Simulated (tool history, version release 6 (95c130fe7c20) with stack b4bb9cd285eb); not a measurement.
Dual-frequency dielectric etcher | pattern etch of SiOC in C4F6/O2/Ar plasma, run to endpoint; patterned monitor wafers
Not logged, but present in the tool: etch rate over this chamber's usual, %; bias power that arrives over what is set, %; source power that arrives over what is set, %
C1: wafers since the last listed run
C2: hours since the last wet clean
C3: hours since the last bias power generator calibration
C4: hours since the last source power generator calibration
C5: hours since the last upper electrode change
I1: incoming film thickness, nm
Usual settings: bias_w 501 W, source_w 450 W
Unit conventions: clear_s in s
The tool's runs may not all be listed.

run 1 day=0.000 | bias_w=501 source_w=450 | C1=0 C2=491.5 C3=2582.8 C4=1996.7 C5=5344.0 | I1=25.72 | clear_s=9.3
run 2 day=3.658 | bias_w=501 source_w=450 | C1=1373 C2=579.3 C3=2670.6 C4=2084.5 C5=5431.8 | I1=25.88 | clear_s=9.5
-- day=5.112 upper electrode replaced
run 3 day=7.550 | bias_w=501 source_w=450 | C1=1085 C2=672.7 C3=2764.0 C4=2177.9 C5=58.5 | I1=26.00 | clear_s=9.6
-- day=10.279 wet clean of the chamber
run 4 day=11.779 | bias_w=449 source_w=450 | C1=1212 C2=36.0 C3=2865.5 C4=2279.4 C5=160.0 | I1=25.74 | clear_s=8.8
run 5 day=13.383 | bias_w=449 source_w=450 | C1=602 C2=74.5 C3=2904.0 C4=2317.9 C5=198.5 | I1=25.87 | clear_s=9.1
run 6 day=16.746 | bias_w=501 source_w=450 | C1=1262 C2=155.2 C3=2984.7 C4=2398.6 C5=279.2 | I1=26.05 | clear_s=8.8
run 7 day=18.429 | bias_w=501 source_w=450 | C1=632 C2=195.6 C3=3025.1 C4=2439.0 C5=319.6 | I1=25.88 | clear_s=8.8
run 8 day=26.888 | bias_w=432 source_w=450 | C1=3176 C2=398.6 C3=3228.1 C4=2642.0 C5=522.6 | I1=25.73 | clear_s=9.2
run 9 day=29.258 | bias_w=458 source_w=430 | C1=890 C2=455.5 C3=3285.0 C4=2698.9 C5=579.5 | I1=25.58 | clear_s=9.2
run 10 day=30.900 | bias_w=458 source_w=430 | C1=616 C2=494.9 C3=3324.4 C4=2738.3 C5=618.9 | I1=25.76 | clear_s=9.2
run 11 day=33.442 | bias_w=458 source_w=430 | C1=954 C2=555.9 C3=3385.4 C4=2799.3 C5=679.9 | I1=25.76 | clear_s=9.3
run 12 day=36.900 | bias_w=383 source_w=370 | C1=1298 C2=638.9 C3=3468.4 C4=2882.3 C5=762.9 | I1=25.62 | clear_s=10.1
run 13 day=38.800 | bias_w=558 source_w=450 | C1=713 C2=684.5 C3=3514.0 C4=2927.9 C5=808.5 | I1=25.96 | clear_s=8.7
run 14 day=42.425 | bias_w=501 source_w=450 | C1=1361 C2=771.5 C3=3601.0 C4=3014.9 C5=895.5 | I1=25.88 | clear_s=9.1
-- day=43.712 wet clean of the chamber, repeated, since the last time left the tool worse
run 15 day=46.529 | bias_w=386 source_w=340 | C1=1165 C2=67.6 C3=3699.5 C4=3113.4 C5=994.0 | I1=25.75 | clear_s=10.7
run 16 day=49.788 | bias_w=550 source_w=490 | C1=1223 C2=145.8 C3=3777.7 C4=3191.6 C5=1072.2 | I1=25.53 | clear_s=8.5
run 17 day=53.262 | bias_w=501 source_w=450 | C1=1304 C2=229.2 C3=3861.1 C4=3275.0 C5=1155.6 | I1=25.55 | clear_s=9.2
run 18 day=55.050 | bias_w=445 source_w=450 | C1=671 C2=272.1 C3=3904.0 C4=3317.9 C5=1198.5 | I1=25.72 | clear_s=9.6
run 19 day=59.454 | bias_w=392 source_w=510 | C1=1653 C2=377.8 C3=4009.7 C4=3423.6 C5=1304.2 | I1=25.74 | clear_s=9.7
run 20 day=62.446 | bias_w=501 source_w=450 | C1=1123 C2=449.6 C3=4081.5 C4=3495.4 C5=1376.0 | I1=26.10 | clear_s=9.5
-- day=63.850 source power generator calibrated
run 21 day=65.117 | bias_w=398 source_w=370 | C1=940 C2=513.7 C3=4145.6 C4=30.4 C5=1440.1 | I1=25.91 | clear_s=10.7
run 22 day=67.958 | bias_w=589 source_w=360 | C1=1067 C2=581.9 C3=4213.8 C4=98.6 C5=1508.3 | I1=25.97 | clear_s=9.7
run 23 day=70.404 | bias_w=586 source_w=410 | C1=918 C2=640.6 C3=4272.5 C4=157.3 C5=1567.0 | I1=25.83 | clear_s=9.5
-- day=73.354 wet clean of the chamber
run 24 day=74.388 | bias_w=544 source_w=450 | C1=1120 C2=24.8 C3=4368.1 C4=252.9 C5=1662.6 | I1=25.63 | clear_s=9.0
run 25 day=77.446 | bias_w=469 source_w=510 | C1=1148 C2=98.2 C3=4441.5 C4=326.3 C5=1736.0 | I1=25.48 | clear_s=9.1
-- day=79.000 bias power generator calibrated
run 26 day=79.900 | bias_w=501 source_w=450 | C1=858 C2=157.1 C3=21.6 C4=385.2 C5=1794.9 | I1=25.70 | clear_s=9.4
run 27 day=81.542 | bias_w=458 source_w=430 | C1=616 C2=196.5 C3=61.0 C4=424.6 C5=1834.3 | I1=25.57 | clear_s=9.7
run 28 day=84.862 | bias_w=614 source_w=450 | C1=1246 C2=276.2 C3=140.7 C4=504.3 C5=1914.0 | I1=25.88 | clear_s=8.8
run 29 day=89.062 | bias_w=462 source_w=350 | C1=1577 C2=377.0 C3=241.5 C4=605.1 C5=2014.8 | I1=25.91 | clear_s=10.6
run 30 day=91.500 | bias_w=501 source_w=390 | C1=915 C2=435.5 C3=300.0 C4=663.6 C5=2073.3 | I1=25.82 | clear_s=9.9
run 31 day=97.704 | bias_w=501 source_w=450 | C1=2329 C2=584.4 C3=448.9 C4=812.5 C5=2222.2 | I1=25.71 | clear_s=9.7
run 32 day=99.208 | bias_w=501 source_w=450 | C1=564 C2=620.5 C3=485.0 C4=848.6 C5=2258.3 | I1=25.69 | clear_s=9.6
run 33 day=103.683 | bias_w=440 source_w=530 | C1=1680 C2=727.9 C3=592.4 C4=956.0 C5=2365.7 | I1=25.72 | clear_s=9.6
-- day=105.833 wet clean of the chamber
run 34 day=106.392 | bias_w=435 source_w=390 | C1=641 C2=13.4 C3=657.4 C4=1021.0 C5=2430.7 | I1=25.68 | clear_s=9.8
run 35 day=107.900 | bias_w=569 source_w=450 | C1=566 C2=49.6 C3=693.6 C4=1057.2 C5=2466.9 | I1=25.68 | clear_s=8.9
run 36 day=110.875 | bias_w=544 source_w=450 | C1=1117 C2=121.0 C3=765.0 C4=1128.6 C5=2538.3 | I1=25.89 | clear_s=9.0

For each run, what was the tool's unlogged condition?
bias power that arrives over what is set, %: 0, the same for each run
source power that arrives over what is set, %: 0, the same for each run
H1: etch rate over this chamber's usual, %
run=1 H1=-2.32
run=2 H1=-2.89
run=3 H1=-3.5
run=4 H1=6.72
run=5 H1=6.48
run=6 H1=5.95
run=7 H1=5.69
run=8 H1=4.37
run=9 H1=4.01
run=10 H1=3.75
run=11 H1=3.36
run=12 H1=2.82
run=13 H1=2.52
run=14 H1=1.96
run=15 H1=0.16
run=16 H1=-0.347
run=17 H1=-0.887
run=18 H1=-1.17
run=19 H1=-1.85
run=20 H1=-2.32
run=21 H1=-2.73
run=22 H1=-3.17
run=23 H1=-3.55
run=24 H1=-0.711
run=25 H1=-1.19
run=26 H1=-1.57
run=27 H1=-1.82
run=28 H1=-2.34
run=29 H1=-2.99
run=30 H1=-3.37
run=31 H1=-4.34
run=32 H1=-4.57
run=33 H1=-5.27
run=34 H1=-0.505
run=35 H1=-0.739
run=36 H1=-1.2

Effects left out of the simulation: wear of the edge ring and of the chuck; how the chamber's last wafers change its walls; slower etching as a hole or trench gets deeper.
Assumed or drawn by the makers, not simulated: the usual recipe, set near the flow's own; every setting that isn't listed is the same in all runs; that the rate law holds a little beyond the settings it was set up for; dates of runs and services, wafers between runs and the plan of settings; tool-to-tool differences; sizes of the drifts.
